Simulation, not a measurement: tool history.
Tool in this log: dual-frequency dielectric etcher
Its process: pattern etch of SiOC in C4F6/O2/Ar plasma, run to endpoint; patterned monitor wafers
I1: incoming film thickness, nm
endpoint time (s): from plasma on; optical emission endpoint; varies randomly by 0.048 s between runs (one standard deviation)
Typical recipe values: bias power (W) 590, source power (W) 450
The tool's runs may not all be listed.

run 1 hour=0 | bias_power_(W)=590 source_power_(W)=450 | I1=43.64 | endpoint_time_(s)=14
run 2 hour=14.9 | bias_power_(W)=590 source_power_(W)=450 | I1=43.27 | endpoint_time_(s)=13.9
run 3 hour=26.4 | bias_power_(W)=590 source_power_(W)=450 | I1=43.26 | endpoint_time_(s)=13.9
run 4 hour=38.1 | bias_power_(W)=590 source_power_(W)=450 | I1=42.82 | endpoint_time_(s)=13.8
run 5 hour=50.2 | bias_power_(W)=520 source_power_(W)=450 | I1=43.66 | endpoint_time_(s)=14.7
-- hour=87 upper electrode replaced
run 6 hour=87.5 | bias_power_(W)=520 source_power_(W)=450 | I1=43.59 | endpoint_time_(s)=14.6
run 7 hour=87.8 | bias_power_(W)=481 source_power_(W)=450 | I1=43.55 | endpoint_time_(s)=15.1
run 8 hour=88.2 | bias_power_(W)=590 source_power_(W)=450 | I1=43.54 | endpoint_time_(s)=14.1
run 9 hour=94.2 | bias_power_(W)=590 source_power_(W)=450 | I1=43.46 | endpoint_time_(s)=14.1
run 10 hour=100.3 | bias_power_(W)=508 source_power_(W)=450 | I1=43.1 | endpoint_time_(s)=14.6
run 11 hour=113.9 | bias_power_(W)=590 source_power_(W)=450 | I1=43.73 | endpoint_time_(s)=14.2
-- hour=119.5 source power generator calibrated
run 12 hour=128.6 | bias_power_(W)=590 source_power_(W)=450 | I1=43.95 | endpoint_time_(s)=14.2
run 13 hour=146.3 | bias_power_(W)=590 source_power_(W)=500 | I1=43.61 | endpoint_time_(s)=13.6
-- hour=174.3 wet clean of the chamber
run 14 hour=174.8 | bias_power_(W)=682 source_power_(W)=360 | I1=43.5 | endpoint_time_(s)=14.2
run 15 hour=175.1 | bias_power_(W)=590 source_power_(W)=450 | I1=43.14 | endpoint_time_(s)=13.3
run 16 hour=184.4 | bias_power_(W)=467 source_power_(W)=540 | I1=43.9 | endpoint_time_(s)=13.6
-- hour=194.1 bias power generator calibrated
run 17 hour=197 | bias_power_(W)=736 source_power_(W)=500 | I1=43.36 | endpoint_time_(s)=12
run 18 hour=205.1 | bias_power_(W)=712 source_power_(W)=400 | I1=43.72 | endpoint_time_(s)=13.4
run 19 hour=218.9 | bias_power_(W)=644 source_power_(W)=390 | I1=43.36 | endpoint_time_(s)=13.9
run 20 hour=230.6 | bias_power_(W)=533 source_power_(W)=540 | I1=43.8 | endpoint_time_(s)=12.9
run 21 hour=245.6 | bias_power_(W)=644 source_power_(W)=390 | I1=43.41 | endpoint_time_(s)=13.9
run 22 hour=254.4 | bias_power_(W)=693 source_power_(W)=400 | I1=43.94 | endpoint_time_(s)=13.6
run 23 hour=260.9 | bias_power_(W)=512 source_power_(W)=560 | I1=43.1 | endpoint_time_(s)=12.8
run 24 hour=272.7 | bias_power_(W)=590 source_power_(W)=450 | I1=43.31 | endpoint_time_(s)=13.5
run 25 hour=288.9 | bias_power_(W)=590 source_power_(W)=450 | I1=43.5 | endpoint_time_(s)=13.6

Branching from run 25: 5 alternative next runs. What would each branch give?
run A hour=289.3 | bias_power_(W)=542 source_power_(W)=450 | I1=43.63 | endpoint_time_(s)=?
run B hour=289.3 | bias_power_(W)=664 source_power_(W)=370 | I1=43.63 | endpoint_time_(s)=?
run C hour=289.3 | bias_power_(W)=703 source_power_(W)=360 | I1=43.63 | endpoint_time_(s)=?
run D hour=289.3 | bias_power_(W)=664 source_power_(W)=520 | I1=43.63 | endpoint_time_(s)=?
run E hour=289.3 | bias_power_(W)=590 source_power_(W)=350 | I1=43.63 | endpoint_time_(s)=?

run=A endpoint_time_(s)=14
run=B endpoint_time_(s)=14.3
run=C endpoint_time_(s)=14.2
run=D endpoint_time_(s)=12.4
run=E endpoint_time_(s)=15.3
With no hidden state in the tool, these same runs would have given:
run=A endpoint_time_(s)=13.8
run=B endpoint_time_(s)=14.1
run=C endpoint_time_(s)=14
run=D endpoint_time_(s)=12.2
run=E endpoint_time_(s)=15
